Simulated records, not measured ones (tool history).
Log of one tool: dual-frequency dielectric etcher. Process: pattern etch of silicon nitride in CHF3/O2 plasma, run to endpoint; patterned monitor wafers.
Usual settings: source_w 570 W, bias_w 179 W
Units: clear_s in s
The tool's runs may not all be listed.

run	hour	source_w	bias_w	incoming incoming film thickness, nm	clear_s
1	0.0	570	179	94.8	64.5
2	35.3	570	179	94.0	64.0
3	55.7	570	179	94.9	64.3
4	86.7	570	179	95.5	64.5
5	103.8	570	179	94.3	63.6
6	124.6	570	179	94.5	64.2
# hour 130.0: source power generator calibrated
7	155.9	570	179	94.7	63.7
# hour 190.8: upper electrode replaced
8	191.3	630	179	95.2	61.0
# hour 215.0: bias power generator calibrated
9	223.6	570	207	94.3	61.3
10	236.8	650	193	94.7	58.8
11	260.9	650	193	94.8	58.9
# hour 291.2: wet clean of the chamber
12	291.7	570	197	95.2	64.2
13	303.7	660	211	94.6	58.4
14	338.4	610	140	95.1	65.7
15	352.5	570	179	94.8	65.1
16	373.3	610	142	95.5	65.7

4 ways to go on from here, each from the tool as it stands after run 16. What would each give?
A	373.7	570	179	93.4	?
B	373.7	490	193	93.4	?
C	373.7	570	209	93.4	?
D	373.7	480	179	93.4	?

run	clear_s
A	63.5
B	67.3
C	61.6
D	69.0
Without the tool's hidden state the same runs would have given:
run	clear_s
A	64.0
B	67.8
C	62.1
D	69.5
